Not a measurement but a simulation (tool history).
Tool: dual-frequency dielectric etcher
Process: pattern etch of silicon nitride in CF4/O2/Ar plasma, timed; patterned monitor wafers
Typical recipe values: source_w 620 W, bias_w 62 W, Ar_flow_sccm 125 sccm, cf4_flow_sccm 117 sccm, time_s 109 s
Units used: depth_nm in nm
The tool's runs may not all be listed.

run	hour	source_w	bias_w	Ar_flow_sccm	cf4_flow_sccm	time_s	read-back reference wafer on the same gauge, depth_nm	depth_nm
1	0	620	62	125	117	109	247	279
2	33.4	620	62	125	117	109	247.1	279.7
3	68.9	620	62	125	117	109	247.1	280.2
4	84.4	620	62	125	117	83.5	246.9	212.5
5	118.4	620	62	125	117	109	247	278.1
6	132.1	620	62	125	117	140.5	247.1	358.6
7	144.4	620	62	125	90	109	247	265
# hour 165.2: Ar flow controller replaced
8	165.8	620	62	125	117	109	247	276.9
# hour 210: upper electrode replaced, of another model than before
# hour 220.7: wet clean of the chamber
9	240.4	620	62	125	117	109	246.9	283.3
10	266.9	620	62	125	117	109	247.1	279.5
11	280.3	560	73	125	105	137	247	361.3
12	303.2	620	62	125	117	109	247.1	282.8
13	326.7	470	72	125	106	79	247	187.2
# hour 349.4: CF4 flow controller replaced
14	350.5	500	62	142	117	109	247	244.1
15	370.7	740	48	155	117	136	246.8	322.4
16	395.2	780	49	125	117	85	247	217.3
17	423.3	620	50	125	117	109	246.8	240.8
18	485.7	620	52	125	117	86	246.9	195
19	501.7	620	62	125	117	120.5	246.9	308.3
20	525.4	620	73	125	117	109	247	304
21	543.8	530	62	125	117	109	247.1	252.2

Each row is a separate what-if for the run after 21, all from the same tool condition, not one after another. Results?
A	544.2	620	62	125	117	109	?	?
B	544.2	520	51	125	117	109	?	?
C	544.2	620	49	125	96	109	?	?
D	544.2	570	53	96	94	109	?	?

run	read-back reference wafer on the same gauge, depth_nm	depth_nm
A	247	275.3
B	247	217.9
C	247	226.8
D	247	233.7
Take away the tool's hidden state, keep each run's random variation, and the runs would have read:
run	depth_nm
A	282.6
B	223.7
C	232.8
D	239.9
